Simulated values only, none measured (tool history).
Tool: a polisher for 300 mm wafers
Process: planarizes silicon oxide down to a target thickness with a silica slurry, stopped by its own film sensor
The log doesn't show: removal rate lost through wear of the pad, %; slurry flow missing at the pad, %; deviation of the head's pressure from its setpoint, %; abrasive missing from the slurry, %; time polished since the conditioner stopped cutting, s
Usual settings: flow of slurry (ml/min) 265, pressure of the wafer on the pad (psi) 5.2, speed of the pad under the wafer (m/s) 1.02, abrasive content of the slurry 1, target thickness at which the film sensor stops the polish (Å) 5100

run	hour	flow of slurry (ml/min)	pressure of the wafer on the pad (psi)	speed of the pad under the wafer (m/s)	abrasive content of the slurry	target thickness at which the film sensor stops the polish (Å)	wafers since the last listed run	wafers polished on this pad	hours since the slurry nozzle was cleaned	hours since the head pressure was calibrated	hours since the slurry blender was calibrated	hours since the conditioning disc was replaced	incoming thickness of the incoming film, nm	time until the film sensor stopped the polish (s)
1	0	265	5.2	1.02	1	5850	0	1982	76	493.1	65.5	279.5	929.5	99.8
2	24.2	265	5.2	1.02	1	5850	269	2252	100.2	517.3	89.7	303.7	939	104.7
# hour 43: conditioning disc replaced and pad reconditioned
3	61.4	265	5.2	1.02	1	5850	392	2644	137.4	554.5	126.9	18.4	926.1	111
# hour 94.2: worn pad replaced by a new one
4	148.7	265	5.2	1.02	1	5100	928	607	224.7	641.8	214.2	105.7	939.3	144.5
# hour 198.5: slurry blender recalibrated
5	210.7	265	5.2	1.02	1	5100	668	1275	286.7	703.8	12.2	167.7	943.7	146.9
6	279.8	265	5.2	1.02	1	5100	769	2045	355.8	772.9	81.3	236.8	943.8	150.5
7	304.8	265	5.2	1.02	1	5100	278	2324	380.8	797.9	106.3	261.8	930.8	148.1
# hour 349.4: worn pad replaced by a new one
8	351.1	265	5.2	1.02	1	5100	471	19	427.1	844.2	152.6	308.1	913.1	141
# hour 359: slurry nozzle cleaned
# hour 368: conditioning disc replaced and pad reconditioned, repeated, since the last time left the tool worse
9	386.2	265	5.2	1.02	1	5100	357	376	27.2	879.3	187.7	18.2	935.4	111.3
10	420.8	265	5.2	1.02	1	5100	385	762	61.8	913.9	222.3	52.8	930.6	113.6
# hour 464.7: slurry blender recalibrated
11	465.2	265	4	1.02	1.2	5100	472	1234	106.2	958.3	0.5	97.2	915.1	130.2
# hour 595.7: worn pad replaced by a new one
12	620.5	265	5.2	1.02	1	5100	1685	276	261.5	1113.6	155.8	252.5	937.1	125.1

The next listed run, before its measurement:
# hour 623.5: head pressure recalibrated
13	656.5	180	5.2	1.02	0.85	4000	378	655	297.5	33	191.8	288.5	937.3	?

Run 13 gave time until the film sensor stopped the polish (s) 176.9.
Without the tool's hidden state the same run would have given time until the film sensor stopped the polish (s) 152.3.

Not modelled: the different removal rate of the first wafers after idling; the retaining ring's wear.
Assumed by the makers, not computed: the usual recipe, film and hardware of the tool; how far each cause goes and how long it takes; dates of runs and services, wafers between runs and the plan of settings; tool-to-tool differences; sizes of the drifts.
